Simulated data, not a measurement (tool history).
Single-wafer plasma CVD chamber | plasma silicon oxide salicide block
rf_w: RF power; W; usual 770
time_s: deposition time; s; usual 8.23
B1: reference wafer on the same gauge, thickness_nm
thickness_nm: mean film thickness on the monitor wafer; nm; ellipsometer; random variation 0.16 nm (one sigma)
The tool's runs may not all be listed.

{"run": 1, "hour": 0.0, "rf_w": 770, "time_s": 7.27, "B1": 82.465, "thickness_nm": 75.149}
{"run": 2, "hour": 66.7, "rf_w": 770, "time_s": 9.38, "B1": 82.519, "thickness_nm": 97.292}
{"run": 3, "hour": 98.7, "rf_w": 655, "time_s": 8.23, "B1": 82.511, "thickness_nm": 81.931}
{"run": 4, "hour": 262.8, "rf_w": 655, "time_s": 8.23, "B1": 82.518, "thickness_nm": 81.728}
{"run": 5, "hour": 302.6, "rf_w": 655, "time_s": 8.23, "B1": 82.486, "thickness_nm": 81.853}
{"run": 6, "hour": 330.1, "rf_w": 730, "time_s": 7.09, "B1": 82.495, "thickness_nm": 72.294}
{"run": 7, "hour": 504.0, "rf_w": 770, "time_s": 8.23, "B1": 82.492, "thickness_nm": 84.917}
{"run": 8, "hour": 560.9, "rf_w": 770, "time_s": 8.23, "B1": 82.461, "thickness_nm": 84.807}
{"run": 9, "hour": 588.8, "rf_w": 770, "time_s": 8.23, "B1": 82.453, "thickness_nm": 84.77}
{"hour": 622.2, "done": "RF generator calibrated"}
{"run": 10, "hour": 622.7, "rf_w": 770, "time_s": 8.23, "B1": 82.518, "thickness_nm": 86.99}
{"run": 11, "hour": 658.7, "rf_w": 670, "time_s": 6.92, "B1": 82.522, "thickness_nm": 70.384}
{"hour": 663.1, "done": "gauge calibrated"}
{"hour": 698.7, "done": "showerhead replaced, of another model than before"}
{"run": 12, "hour": 699.2, "rf_w": 915, "time_s": 6.63, "B1": 82.458, "thickness_nm": 71.733}
{"run": 13, "hour": 761.3, "rf_w": 770, "time_s": 8.23, "B1": 82.518, "thickness_nm": 86.973}
{"run": 14, "hour": 801.2, "rf_w": 700, "time_s": 9.17, "B1": 82.483, "thickness_nm": 95.136}
{"run": 15, "hour": 850.3, "rf_w": 825, "time_s": 7.54, "B1": 82.492, "thickness_nm": 80.316}
{"run": 16, "hour": 890.7, "rf_w": 890, "time_s": 7.5, "B1": 82.518, "thickness_nm": 80.758}
{"run": 17, "hour": 934.5, "rf_w": 815, "time_s": 9.48, "B1": 82.526, "thickness_nm": 100.9}
{"run": 18, "hour": 988.6, "rf_w": 850, "time_s": 7.2, "B1": 82.491, "thickness_nm": 77.109}
{"run": 19, "hour": 1044.5, "rf_w": 910, "time_s": 7.1, "B1": 82.526, "thickness_nm": 77.038}
{"run": 20, "hour": 1104.8, "rf_w": 770, "time_s": 8.23, "B1": 82.546, "thickness_nm": 86.707}

Forecast each of these 4 alternatives for the next run:
{"run": "A", "hour": 1105.2, "rf_w": 770, "time_s": 6.69, "B1": "?", "thickness_nm": "?"}
{"run": "B", "hour": 1105.2, "rf_w": 670, "time_s": 7.47, "B1": "?", "thickness_nm": "?"}
{"run": "C", "hour": 1105.2, "rf_w": 770, "time_s": 8.84, "B1": "?", "thickness_nm": "?"}
{"run": "D", "hour": 1105.2, "rf_w": 875, "time_s": 7.02, "B1": "?", "thickness_nm": "?"}

run=A B1=82.439 thickness_nm=70.376
run=B B1=82.439 thickness_nm=76.925
run=C B1=82.439 thickness_nm=92.993
run=D B1=82.439 thickness_nm=75.403
Without the tool's hidden state the same runs would have given:
run=A thickness_nm=70.552
run=B thickness_nm=77.118
run=C thickness_nm=93.226
run=D thickness_nm=75.592
